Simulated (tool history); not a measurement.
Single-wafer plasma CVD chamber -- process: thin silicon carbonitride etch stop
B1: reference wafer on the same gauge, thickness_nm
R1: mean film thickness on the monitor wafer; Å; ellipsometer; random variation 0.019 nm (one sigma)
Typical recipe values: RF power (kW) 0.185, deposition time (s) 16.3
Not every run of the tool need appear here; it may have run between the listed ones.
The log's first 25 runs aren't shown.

run 26 hour=378.6 | RF_power_(kW)=0.21 deposition_time_(s)=18.1 | B1=7.368 | R1=101.46
run 27 hour=388.3 | RF_power_(kW)=0.175 deposition_time_(s)=18.1 | B1=7.372 | R1=94.69
run 28 hour=399.5 | RF_power_(kW)=0.175 deposition_time_(s)=15.4 | B1=7.375 | R1=80.64
run 29 hour=451.1 | RF_power_(kW)=0.22 deposition_time_(s)=17.5 | B1=7.376 | R1=98.73
run 30 hour=468.7 | RF_power_(kW)=0.22 deposition_time_(s)=14.5 | B1=7.37 | R1=82.33
run 31 hour=478.4 | RF_power_(kW)=0.185 deposition_time_(s)=16.3 | B1=7.365 | R1=86.77
run 32 hour=490.2 | RF_power_(kW)=0.17 deposition_time_(s)=16.3 | B1=7.374 | R1=83.96
run 33 hour=500.7 | RF_power_(kW)=0.175 deposition_time_(s)=16.3 | B1=7.362 | R1=84.89
run 34 hour=509.4 | RF_power_(kW)=0.165 deposition_time_(s)=17.4 | B1=7.367 | R1=88.74
run 35 hour=527.1 | RF_power_(kW)=0.16 deposition_time_(s)=13.8 | B1=7.367 | R1=69.54
run 36 hour=541.1 | RF_power_(kW)=0.16 deposition_time_(s)=14.8 | B1=7.372 | R1=74.27
run 37 hour=557.8 | RF_power_(kW)=0.165 deposition_time_(s)=17.2 | B1=7.366 | R1=87.38

Predict each of these 3 candidate next runs independently; none follows another, all start after run 37:
run A hour=558.2 | RF_power_(kW)=0.185 deposition_time_(s)=16.3 | B1=? | R1=?
run B hour=558.2 | RF_power_(kW)=0.155 deposition_time_(s)=18.4 | B1=? | R1=?
run C hour=558.2 | RF_power_(kW)=0.15 deposition_time_(s)=13.9 | B1=? | R1=?

run=A B1=7.366 R1=86.78
run=B B1=7.366 R1=91.58
run=C B1=7.366 R1=68.3
Had the tool no hidden state, the same runs would have come out as:
run=A R1=88.14
run=B R1=93.02
run=C R1=69.37
